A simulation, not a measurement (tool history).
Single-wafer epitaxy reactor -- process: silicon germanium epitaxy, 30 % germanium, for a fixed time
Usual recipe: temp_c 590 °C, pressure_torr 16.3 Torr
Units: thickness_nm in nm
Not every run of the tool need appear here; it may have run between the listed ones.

run	hour	temp_c	pressure_torr	read-back reference wafer on the same gauge, thickness_nm	thickness_nm
1	0	590	16.3	46.081	45.802
2	312	590	16.3	46.034	45.975
3	360	590	16.3	46.083	45.912
# hour 402.3: capacitance manometer re-zeroed and calibrated
4	420.2	590	16.3	46.075	46.332
5	487.3	590	17.4	46.072	47.503
6	549.1	590	17.4	46.1	47.352
7	648.3	590	18.1	46.112	47.848
8	694.8	580	14.8	46.098	37.303
# hour 707.1: pyrometer calibrated
9	801.6	580	14.8	46.09	37.149
10	839.8	590	16.3	46.069	46.024
11	935.2	590	16.3	46.106	46.068
12	1039.2	590	19.3	46.126	48.161
13	1143.4	590	16.3	46.074	46.071
14	1190	590	14.7	46.118	44.883
15	1248.8	580	14.8	46.101	37.101
16	1552.2	590	16.3	46.119	46.076
# hour 1665.4: capacitance manometer re-zeroed and calibrated
17	1665.9	598	20.1	46.086	57.58
# hour 1717: showerhead replaced
18	1737.9	585	18.3	46.071	43.556
19	2008.4	578	15	46.059	35.871
20	2081.5	576	17.6	46.061	36.088
# hour 2095.5: gauge calibrated
21	2152.8	590	16.3	46.122	46.375
22	2255.4	578	18.3	46.121	37.791
23	2332.2	576	12.5	46.121	33.101
24	2412.4	596	18.2	46.063	53.1
25	2519.7	596	12.8	46.097	48.453
26	2591.1	604	16.3	46.139	59.745
27	2687.3	599	13.5	46.13	51.802
# hour 2771: pyrometer calibrated
28	2785.9	597	17.8	46.086	53.646
29	2856.3	596	17.4	46.087	52.38
30	2894.8	590	19	46.069	47.57
31	2945.1	590	16.3	46.072	46.134
32	3007.5	590	14.6	46.112	44.581
33	3107.3	590	16.3	46.118	46.014
34	3164.1	595	16.3	46.068	50.345
# hour 3267.9: capacitance manometer re-zeroed and calibrated
35	3268.4	590	18.7	46.112	48.42
36	3321.5	590	16.3	46.091	46.582

Branching from run 36: 3 alternative next runs. What would each branch give?
A	3321.9	580	16.3	?	?
B	3321.9	599	15.3	?	?
C	3321.9	590	17.6	?	?

run	read-back reference wafer on the same gauge, thickness_nm	thickness_nm
A	46.097	38.486
B	46.097	54.142
C	46.097	47.517
Without the tool's hidden state the same runs would have given:
run	thickness_nm
A	38.586
B	54.282
C	47.64
